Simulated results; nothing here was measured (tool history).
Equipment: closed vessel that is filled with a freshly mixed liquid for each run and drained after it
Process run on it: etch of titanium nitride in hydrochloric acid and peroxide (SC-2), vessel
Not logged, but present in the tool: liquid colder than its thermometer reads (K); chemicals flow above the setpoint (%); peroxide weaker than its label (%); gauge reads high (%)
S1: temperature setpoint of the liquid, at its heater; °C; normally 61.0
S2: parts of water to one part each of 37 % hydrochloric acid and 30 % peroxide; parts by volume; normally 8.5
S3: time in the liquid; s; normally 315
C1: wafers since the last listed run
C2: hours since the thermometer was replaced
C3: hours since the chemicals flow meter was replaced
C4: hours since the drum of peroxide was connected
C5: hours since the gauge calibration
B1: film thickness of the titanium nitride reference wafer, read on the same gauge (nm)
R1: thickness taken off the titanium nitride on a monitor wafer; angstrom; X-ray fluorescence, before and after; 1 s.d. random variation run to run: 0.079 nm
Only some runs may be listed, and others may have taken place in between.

| run | hour | S1 | S2 | S3 | C1 | C2 | C3 | C4 | C5 | B1 | R1 |
|---|---|---|---|---|---|---|---|---|---|---|---|
| 1 | 0.0 | 61.0 | 8.5 | 315 | 0 | 477.6 | 942.2 | 604.0 | 138.2 | 149.98 | 105.3 |
| 2 | 11.8 | 55.0 | 8.5 | 315 | 714 | 489.4 | 954.0 | 615.8 | 150.0 | 149.97 | 71.8 |
| 3 | 22.6 | 61.0 | 8.5 | 315 | 653 | 500.2 | 964.8 | 626.6 | 160.8 | 150.00 | 106.1 |
| 4 | 38.1 | 61.0 | 8.5 | 315 | 938 | 515.7 | 980.3 | 642.1 | 176.3 | 149.96 | 104.2 |
| 5 | 55.0 | 61.0 | 8.5 | 445 | 1023 | 532.6 | 997.2 | 659.0 | 193.2 | 150.06 | 145.8 |
| 6 | 68.0 | 61.0 | 8.5 | 445 | 787 | 545.6 | 1010.2 | 672.0 | 206.2 | 150.04 | 148.8 |
| 7 | 80.2 | 61.0 | 8.5 | 315 | 738 | 557.8 | 1022.4 | 684.2 | 218.4 | 149.99 | 102.8 |
| 8 | 93.5 | 61.0 | 8.5 | 315 | 805 | 571.1 | 1035.7 | 697.5 | 231.7 | 149.98 | 103.4 |
| 9 | 108.3 | 61.0 | 8.5 | 315 | 896 | 585.9 | 1050.5 | 712.3 | 246.5 | 150.00 | 103.2 |
| 10 | 125.8 | 61.0 | 8.5 | 420 | 1059 | 603.4 | 1068.0 | 729.8 | 264.0 | 149.98 | 138.5 |
|  | 129.2 | gauge calibrated |
| 11 | 137.0 | 64.5 | 11.0 | 315 | 678 | 614.6 | 1079.2 | 741.0 | 7.8 | 149.99 | 104.6 |
| 12 | 146.4 | 55.5 | 8.5 | 440 | 569 | 624.0 | 1088.6 | 750.4 | 17.2 | 150.03 | 102.1 |
| 13 | 162.0 | 54.5 | 8.5 | 315 | 944 | 639.6 | 1104.2 | 766.0 | 32.8 | 150.01 | 68.4 |
|  | 173.1 | chemicals flow meter replaced |
| 14 | 174.6 | 61.0 | 8.5 | 315 | 702 | 652.2 | 1.5 | 778.6 | 45.4 | 150.06 | 102.0 |
|  | 180.3 | new drum of peroxide connected |
| 15 | 184.7 | 65.5 | 10.0 | 385 | 550 | 662.3 | 11.6 | 4.4 | 55.5 | 150.03 | 145.5 |
| 16 | 200.5 | 58.5 | 10.0 | 315 | 956 | 678.1 | 27.4 | 20.2 | 71.3 | 150.00 | 76.1 |
| 17 | 213.0 | 61.0 | 8.5 | 315 | 756 | 690.6 | 39.9 | 32.7 | 83.8 | 150.02 | 101.3 |
|  | 225.3 | thermometer replaced |
| 18 | 225.8 | 61.0 | 8.5 | 420 | 714 | 0.5 | 52.7 | 45.5 | 96.6 | 150.02 | 152.7 |
| 19 | 242.8 | 66.0 | 8.5 | 495 | 1029 | 17.5 | 69.7 | 62.5 | 113.6 | 149.97 | 243.9 |
| 20 | 256.3 | 68.5 | 4.5 | 495 | 817 | 31.0 | 83.2 | 76.0 | 127.1 | 150.00 | 455.1 |
| 21 | 264.1 | 61.0 | 8.5 | 315 | 472 | 38.8 | 91.0 | 83.8 | 134.9 | 150.00 | 113.8 |
| 22 | 272.0 | 53.0 | 8.5 | 195 | 478 | 46.7 | 98.9 | 91.7 | 142.8 | 150.02 | 41.1 |
| 23 | 285.2 | 56.5 | 6.0 | 175 | 799 | 59.9 | 112.1 | 104.9 | 156.0 | 149.99 | 61.9 |

5 options for the next run, each taken on its own from the tool as it stands now. Forecast them:
| A | 285.9 | 61.0 | 8.5 | 315 | 42 | 60.6 | 112.8 | 105.6 | 156.7 | ? | ? |
| B | 285.9 | 61.0 | 11.5 | 315 | 42 | 60.6 | 112.8 | 105.6 | 156.7 | ? | ? |
| C | 285.9 | 55.5 | 12.5 | 235 | 42 | 60.6 | 112.8 | 105.6 | 156.7 | ? | ? |
| D | 285.9 | 52.0 | 8.5 | 455 | 42 | 60.6 | 112.8 | 105.6 | 156.7 | ? | ? |
| E | 285.9 | 57.0 | 10.0 | 160 | 42 | 60.6 | 112.8 | 105.6 | 156.7 | ? | ? |

| run | B1 | R1 |
|---|---|---|
| A | 149.99 | 111.5 |
| B | 149.99 | 86.8 |
| C | 149.99 | 42.5 |
| D | 149.99 | 90.4 |
| E | 149.99 | 38.5 |
Take away the tool's hidden state, keep each run's random variation, and the runs would have read:
| run | R1 |
|---|---|
| A | 114.6 |
| B | 89.1 |
| C | 43.7 |
| D | 93.0 |
| E | 39.6 |
